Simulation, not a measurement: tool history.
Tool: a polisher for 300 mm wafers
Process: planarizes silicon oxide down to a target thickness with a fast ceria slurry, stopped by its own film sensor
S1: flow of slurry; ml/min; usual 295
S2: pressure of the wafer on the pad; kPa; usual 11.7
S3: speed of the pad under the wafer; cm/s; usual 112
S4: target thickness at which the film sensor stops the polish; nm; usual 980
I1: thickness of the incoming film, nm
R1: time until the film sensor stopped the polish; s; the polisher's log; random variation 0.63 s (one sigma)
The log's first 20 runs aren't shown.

{"run": 21, "hour": 1419.0, "S1": 385, "S2": 11.7, "S3": 152, "S4": 980, "I1": 1786.4, "R1": 55}
{"hour": 1448.1, "done": "worn pad replaced by a new one"}
{"run": 22, "hour": 1492.9, "S1": 230, "S2": 13.1, "S3": 78, "S4": 1096, "I1": 1787.1, "R1": 86.3}
{"hour": 1555.3, "done": "slurry nozzle cleaned"}
{"run": 23, "hour": 1574.5, "S1": 295, "S2": 9, "S3": 76, "S4": 1218, "I1": 1751, "R1": 94.6}
{"run": 24, "hour": 1667.9, "S1": 365, "S2": 15.2, "S3": 78, "S4": 805, "I1": 1750, "R1": 94.4}
{"run": 25, "hour": 1734.0, "S1": 295, "S2": 11.7, "S3": 112, "S4": 1139, "I1": 1737.6, "R1": 54.7}
{"run": 26, "hour": 1823.0, "S1": 295, "S2": 14.5, "S3": 112, "S4": 980, "I1": 1771.9, "R1": 57.6}
{"run": 27, "hour": 1893.7, "S1": 295, "S2": 11.7, "S3": 94, "S4": 980, "I1": 1788.1, "R1": 84.5}
{"run": 28, "hour": 1940.3, "S1": 295, "S2": 11.7, "S3": 122, "S4": 1118, "I1": 1798.8, "R1": 54.7}
{"hour": 1949.7, "done": "head pressure recalibrated"}
{"hour": 1955.3, "done": "worn pad replaced by a new one"}
{"hour": 1999.3, "done": "slurry nozzle cleaned"}
{"run": 29, "hour": 2025.1, "S1": 295, "S2": 11.7, "S3": 112, "S4": 980, "I1": 1764.9, "R1": 74.6}
{"run": 30, "hour": 2062.8, "S1": 295, "S2": 11.7, "S3": 112, "S4": 980, "I1": 1767.8, "R1": 74.8}
{"run": 31, "hour": 2168.8, "S1": 385, "S2": 9.7, "S3": 112, "S4": 980, "I1": 1803.8, "R1": 90.2}
{"run": 32, "hour": 2270.4, "S1": 250, "S2": 14.5, "S3": 112, "S4": 859, "I1": 1749, "R1": 68.8}

The next listed run, before its measurement:
{"hour": 2462.9, "done": "slurry nozzle cleaned"}
{"hour": 2519.8, "done": "worn pad replaced by a new one"}
{"run": 33, "hour": 2550.6, "S1": 220, "S2": 15.9, "S3": 144, "S4": 1110, "I1": 1759.9, "R1": "?"}

{"run 33": {"R1": 33.2}}
Without the tool's hidden state the same run would have given R1 35.2 s.

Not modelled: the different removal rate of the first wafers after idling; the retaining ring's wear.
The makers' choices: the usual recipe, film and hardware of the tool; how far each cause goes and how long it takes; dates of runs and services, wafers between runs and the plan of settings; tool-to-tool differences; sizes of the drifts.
